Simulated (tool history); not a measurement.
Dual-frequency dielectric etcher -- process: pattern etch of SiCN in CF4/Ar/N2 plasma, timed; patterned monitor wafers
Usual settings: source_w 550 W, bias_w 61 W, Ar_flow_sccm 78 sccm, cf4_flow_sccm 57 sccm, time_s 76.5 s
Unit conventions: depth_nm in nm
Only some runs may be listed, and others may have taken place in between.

run	hour	source_w	bias_w	Ar_flow_sccm	cf4_flow_sccm	time_s	wafers since the last listed run	hours since the last wet clean	hours since the last source power generator calibration	hours since the last bias power generator calibration	hours since the last Ar flow controller change	hours since the last CF4 flow controller change	hours since the last upper electrode change	hours since the gauge calibration	read-back reference wafer on the same gauge, depth_nm	depth_nm
1	0.0	620	61	78	57	76.5	0	384.9	402.5	511.5	5807.1	470.8	2347.1	2239.0	67.3	87.2
# hour 65.0: Ar flow controller replaced
# hour 106.5: upper electrode replaced
2	107.0	430	61	78	57	85.0	1046	491.9	509.5	618.5	42.0	577.8	0.5	2346.0	67.5	65.6
3	141.9	550	61	78	57	76.5	474	526.8	544.4	653.4	76.9	612.7	35.4	2380.9	67.3	78.0
# hour 194.2: wet clean of the chamber
4	239.4	500	71	84	57	76.5	998	45.2	641.9	750.9	174.4	710.2	132.9	2478.4	67.2	68.7
# hour 290.3: gauge calibrated
5	304.7	550	61	78	57	76.5	887	110.5	707.2	816.2	239.7	775.5	198.2	14.4	67.2	74.1
6	401.2	550	61	69	46	76.5	1311	207.0	803.7	912.7	336.2	872.0	294.7	110.9	67.3	74.4
7	456.9	550	61	60	57	86.5	756	262.7	859.4	968.4	391.9	927.7	350.4	166.6	67.5	90.1
8	494.1	590	51	78	45	54.5	505	299.9	896.6	1005.6	429.1	964.9	387.6	203.8	67.2	53.6
9	538.3	410	61	68	67	70.5	600	344.1	940.8	1049.8	473.3	1009.1	431.8	248.0	67.3	53.5
10	589.5	550	53	72	57	76.5	695	395.3	992.0	1101.0	524.5	1060.3	483.0	299.2	67.3	75.5
# hour 707.4: wet clean of the chamber
11	707.9	550	50	78	57	84.0	1282	0.5	1110.4	1219.4	642.9	1178.7	601.4	417.6	67.2	78.8
12	778.1	550	61	71	57	76.5	954	70.7	1180.6	1289.6	713.1	1248.9	671.6	487.8	67.1	76.4
13	875.7	550	48	72	57	76.5	1326	168.3	1278.2	1387.2	810.7	1346.5	769.2	585.4	67.2	73.6
14	922.5	550	61	78	57	94.5	636	215.1	1325.0	1434.0	857.5	1393.3	816.0	632.2	67.3	95.0
15	962.5	640	61	78	57	76.5	543	255.1	1365.0	1474.0	897.5	1433.3	856.0	672.2	67.3	90.0
16	1009.4	550	61	94	57	95.5	637	302.0	1411.9	1520.9	944.4	1480.2	902.9	719.1	67.4	92.3
17	1064.3	550	61	61	57	76.5	746	356.9	1466.8	1575.8	999.3	1535.1	957.8	774.0	67.4	81.5
18	1141.4	550	69	64	49	88.5	1047	434.0	1543.9	1652.9	1076.4	1612.2	1034.9	851.1	67.3	93.6
# hour 1243.4: wet clean of the chamber
19	1243.9	550	61	78	57	76.5	1066	0.5	1646.4	1755.4	1178.9	1714.7	1137.4	953.6	67.2	75.0

Run 20 is up next; what results do you expect?
20	1286.1	550	53	78	57	95.0	573	42.7	1688.6	1797.6	1221.1	1756.9	1179.6	995.8	?	?

read-back reference wafer on the same gauge, depth_nm: 67.3
depth_nm: 90.4 nm
With no hidden state in the tool, this same run would have given depth_nm 89.1 nm.
